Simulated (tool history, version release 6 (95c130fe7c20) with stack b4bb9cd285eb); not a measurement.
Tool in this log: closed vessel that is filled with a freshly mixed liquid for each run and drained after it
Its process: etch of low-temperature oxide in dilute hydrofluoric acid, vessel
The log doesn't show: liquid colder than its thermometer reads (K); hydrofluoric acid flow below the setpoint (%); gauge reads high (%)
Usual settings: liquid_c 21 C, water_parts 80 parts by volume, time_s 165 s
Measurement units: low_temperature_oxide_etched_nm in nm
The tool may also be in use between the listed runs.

run	day	liquid_c	water_parts	time_s	wafers since the last listed run	hours since the thermometer was replaced	hours since the hydrofluoric acid flow meter was replaced	hours since the gauge calibration	read-back film thickness of the low-temperature oxide reference wafer, read on the same gauge (nm)	low_temperature_oxide_etched_nm
1	0	21	80	165	0	2305.4	900.1	172.8	70.05	38.86
2	0.454	21	80	165	1488	2316.3	911	183.7	69.97	38.81
3	0.825	21	80	165	1215	2325.2	919.9	192.6	70.01	38.9
4	1.183	21	80	165	1174	2333.8	928.5	201.2	69.98	39.02
5	1.458	21	80	165	901	2340.4	935.1	207.8	69.97	38.69
6	2.179	21	80	165	2362	2357.7	952.4	225.1	69.94	38.97
7	2.862	21	80	165	2239	2374.1	968.8	241.5	69.98	38.8
8	3.425	21	80	165	1843	2387.6	982.3	255	70.02	39
9	3.867	21	80	165	1447	2398.2	992.9	265.6	69.96	38.48
10	4.425	21	80	165	1829	2411.6	1006.3	279	70.02	39.02
11	4.954	21	80	165	1734	2424.3	1019	291.7	69.93	38.5
12	5.408	21	80	165	1488	2435.2	1029.9	302.6	70.02	38.55
13	5.838	17.5	80	190	1406	2445.5	1040.2	312.9	69.98	38.75
14	6.117	17.5	80	190	914	2452.2	1046.9	319.6	70.02	38.42
15	6.8	17	120	120	2239	2468.6	1063.3	336	69.97	15.33
16	7.175	21	80	165	1228	2477.6	1072.3	345	70.01	38.68
17	7.458	25.5	60	95	928	2484.4	1079.1	351.8	69.99	36.46
# day 7.804: hydrofluoric acid flow meter replaced
18	8.721	21	80	165	4000	2514.7	22	382.1	70.03	39.17
19	9.242	25.5	80	95	1706	2527.2	34.5	394.6	70.04	26.76
20	9.938	21	80	165	2280	2543.9	51.2	411.3	69.99	38.82
21	10.192	17	120	75	832	2550	57.3	417.4	70.01	9.55
22	10.512	21	115	265	1051	2557.7	65	425.1	69.99	41.86
# day 10.904: thermometer replaced
23	11.162	21	80	165	1993	6.2	80.6	440.7	69.98	38.82
# day 11.55: gauge calibrated
24	11.896	21	80	165	2403	23.8	98.2	8.3	70.03	39.12
25	12.458	21	80	240	1843	37.3	111.7	21.8	70.04	56.85
26	13.108	21	70	165	2130	52.9	127.3	37.4	70	44.93
27	13.554	17.5	100	255	1461	63.6	138	48.1	70	40.89
28	14.204	21	80	165	2130	79.2	153.6	63.7	69.98	39.26
29	14.925	21	50	225	2362	96.5	170.9	81	69.97	87.3
30	15.467	25	65	260	1775	109.5	183.9	94	69.99	91.54
31	15.992	21	80	165	1720	122.1	196.5	106.6	69.99	39.11
32	16.262	17	100	115	887	128.6	203	113.1	69.99	18.04

Across each entry between runs, compare the hidden state at the last listed run before it with the hidden state at the first listed run after it:
From run 17 to run 18: hydrofluoric acid flow meter replaced (day 7.804)
  nothing in the hidden state changes from one run to the other
From run 22 to run 23: thermometer replaced (day 10.904)
  nothing in the hidden state changes from one run to the other
From run 23 to run 24: gauge calibrated (day 11.55)
  nothing in the hidden state changes from one run to the other

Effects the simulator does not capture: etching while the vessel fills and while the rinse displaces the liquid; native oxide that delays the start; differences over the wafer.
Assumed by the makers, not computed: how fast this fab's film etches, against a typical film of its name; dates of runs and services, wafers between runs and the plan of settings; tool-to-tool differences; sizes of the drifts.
